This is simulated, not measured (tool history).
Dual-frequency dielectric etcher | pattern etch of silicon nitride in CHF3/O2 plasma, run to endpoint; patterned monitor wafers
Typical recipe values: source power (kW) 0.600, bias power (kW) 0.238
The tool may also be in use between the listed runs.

run,hour,source power (kW),bias power (kW),"incoming incoming film thickness, nm",endpoint time (s)
1,0.0,0.550,0.238,77.7,47.6
2,41.7,0.520,0.238,76.5,47.3
3,112.5,0.550,0.251,75.9,45.9
4,212.1,0.600,0.238,76.8,46.6
# hour 276.5: wet clean of the chamber
5,277.0,0.600,0.238,76.2,43.8
6,345.8,0.600,0.238,76.3,44.3
7,436.6,0.600,0.238,76.0,44.5
8,527.6,0.600,0.238,76.1,45.3
9,627.6,0.600,0.238,76.3,45.5
10,716.3,0.600,0.238,75.6,45.5
11,770.1,0.600,0.238,76.2,46.2
12,825.4,0.600,0.274,76.0,44.3
# hour 900.3: bias power generator calibrated
13,917.7,0.600,0.274,75.2,44.0
# hour 949.7: upper electrode replaced
# hour 954.1: wet clean of the chamber
14,1007.1,0.600,0.238,76.3,44.3
15,1060.8,0.490,0.207,76.3,48.8
16,1114.2,0.600,0.213,75.5,46.3
17,1200.9,0.600,0.214,76.0,46.7
18,1266.5,0.650,0.186,75.6,47.2
19,1358.9,0.600,0.238,76.3,45.2
20,1455.2,0.730,0.265,75.9,41.5
21,1508.0,0.460,0.182,75.5,54.1
22,1587.5,0.460,0.238,75.8,49.7
# hour 1601.0: source power generator calibrated
# hour 1653.0: wet clean of the chamber
23,1678.7,0.600,0.238,75.7,43.8
24,1731.3,0.700,0.181,75.4,45.9
25,1824.1,0.600,0.276,76.1,42.7
26,1890.3,0.600,0.238,76.0,45.0
27,1975.9,0.480,0.184,76.1,52.1
28,2039.0,0.470,0.238,75.8,49.3
29,2291.7,0.600,0.221,75.3,47.4
# hour 2333.3: wet clean of the chamber
30,2386.0,0.470,0.197,75.8,50.8
31,2464.2,0.490,0.218,76.6,48.6
32,2509.4,0.550,0.189,75.7,49.2
33,2590.1,0.600,0.238,76.3,45.4
34,2688.9,0.600,0.203,75.9,47.7

Each row is a separate what-if for the run after 34, all from the same tool condition, not one after another. Results?
A,2689.3,0.600,0.238,76.3,?
B,2689.3,0.540,0.188,76.3,?
C,2689.3,0.480,0.295,76.3,?
D,2689.3,0.470,0.257,76.3,?
E,2689.3,0.600,0.204,76.3,?

run,endpoint time (s)
A,45.7
B,50.8
C,45.7
D,48.1
E,47.9
Take away the tool's hidden state, keep each run's random variation, and the runs would have read:
run,endpoint time (s)
A,44.3
B,49.2
C,44.3
D,46.7
E,46.4
